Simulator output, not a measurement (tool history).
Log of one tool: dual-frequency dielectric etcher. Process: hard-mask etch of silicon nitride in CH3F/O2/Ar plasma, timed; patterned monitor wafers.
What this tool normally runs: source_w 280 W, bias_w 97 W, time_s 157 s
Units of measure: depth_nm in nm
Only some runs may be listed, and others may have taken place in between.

run   hour  source_w  bias_w  time_s  wafers since the last listed run  hours since the last wet clean  hours since the last source power generator calibration  hours since the last bias power generator calibration  hours since the last upper electrode change  hours since the gauge calibration  read-back reference wafer on the same gauge, depth_nm  depth_nm
  1      0       280      97     157                                 0                           149.7                                                   1655.8                                                 1339.3                                       4963.9                              443.6                                                     90       102
      13.6  -- gauge calibrated
  2   18.1       280      97     157                               143                           167.8                                                   1673.9                                                 1357.4                                         4982                                4.5                                                     90     101.7
  3   32.3       280      97     157                               112                             182                                                   1688.1                                                 1371.6                                       4996.2                               18.7                                                     90     101.8
  4   49.8       280      97     157                               138                           199.5                                                   1705.6                                                 1389.1                                       5013.7                               36.2                                                     90       102
  5   77.5       280     111     157                               219                           227.2                                                   1733.3                                                 1416.8                                       5041.4                               63.9                                                     90     106.1
  6  103.2       280     111     157                               203                           252.9                                                     1759                                                 1442.5                                       5067.1                               89.6                                                     90     106.2
  7  134.3       280     111     157                               245                             284                                                   1790.1                                                 1473.6                                       5098.2                              120.7                                                   90.1     106.4
  8  150.5       280      97   141.5                               128                           300.2                                                   1806.3                                                 1489.8                                       5114.4                              136.9                                                     90      92.3
  9  173.6       330     103     157                               182                           323.3                                                   1829.4                                                 1512.9                                       5137.5                                160                                                     90     112.8
 10  185.9       300     110     157                                97                           335.6                                                   1841.7                                                 1525.2                                       5149.8                              172.3                                                     90     110.5
 11  206.1       300     110     157                               159                           355.8                                                   1861.9                                                 1545.4                                         5170                              192.5                                                   90.1     109.6
 12  223.2       300     110     157                               135                           372.9                                                     1879                                                 1562.5                                       5187.1                              209.6                                                   90.1     110.4
 13    242       280     113   192.5                               148                           391.7                                                   1897.8                                                 1581.3                                       5205.9                              228.4                                                   90.1       132
     276.9  -- upper electrode replaced
 14  277.4       280      97     157                                90                           427.1                                                   1933.2                                                 1616.7                                          0.5                              263.8                                                   90.1     102.5
 15  285.5       280      97     157                                64                           435.2                                                   1941.3                                                 1624.8                                          8.6                              271.9                                                     90       103
 16  316.1       330      88     179                               241                           465.8                                                   1971.9                                                 1655.4                                         39.2                              302.5                                                     90     123.6
 17  335.3       280      97     157                               151                             485                                                   1991.1                                                 1674.6                                         58.4                              321.7                                                   89.9     102.8
 18  364.2       230     120   189.5                               228                           513.9                                                     2020                                                 1703.5                                         87.3                              350.6                                                     90     119.7
 19  396.5       230      97   126.5                               255                           546.2                                                   2052.3                                                 1735.8                                        119.6                              382.9                                                     90      74.8
     424.7  -- wet clean of the chamber
 20  425.2       230      83     157                                37                             0.5                                                     2081                                                 1764.5                                        148.3                              411.6                                                     90      87.2
     438.9  -- bias power generator calibrated
     439.3  -- source power generator calibrated
 21  442.4       280     108     181                               101                            17.7                                                      3.1                                                    3.5                                        165.5                              428.8                                                   90.1       120
 22  454.4       280      97     157                                94                            29.7                                                     15.1                                                   15.5                                        177.5                              440.8                                                     90     101.2
     456.1  -- gauge calibrated
 23  555.2       280      97   132.5                               797                           130.5                                                    115.9                                                  116.3                                        278.3                               99.1                                                     90      85.9
 24  577.8       230     107     192                               178                           153.1                                                    138.5                                                  138.9                                        300.9                              121.7                                                     90     115.9

Give the tool's hidden conditions for every run:
source power that arrives over what is set, %: 0 on each run
bias power that arrives over what is set, %: 0 on each run
gauge reads high (%): 0 on each run
H1: etch rate over this chamber's usual, %
run       H1
  1    0.427
  2    0.486
  3    0.532
  4    0.589
  5     0.68
  6    0.764
  7    0.865
  8    0.918
  9    0.993
 10     1.03
 11      1.1
 12     1.15
 13     1.22
 14     1.33
 15     1.36
 16     1.46
 17     1.52
 18     1.61
 19     1.72
 20   -0.127
 21  -0.0714
 22  -0.0323
 23    0.296
 24     0.37
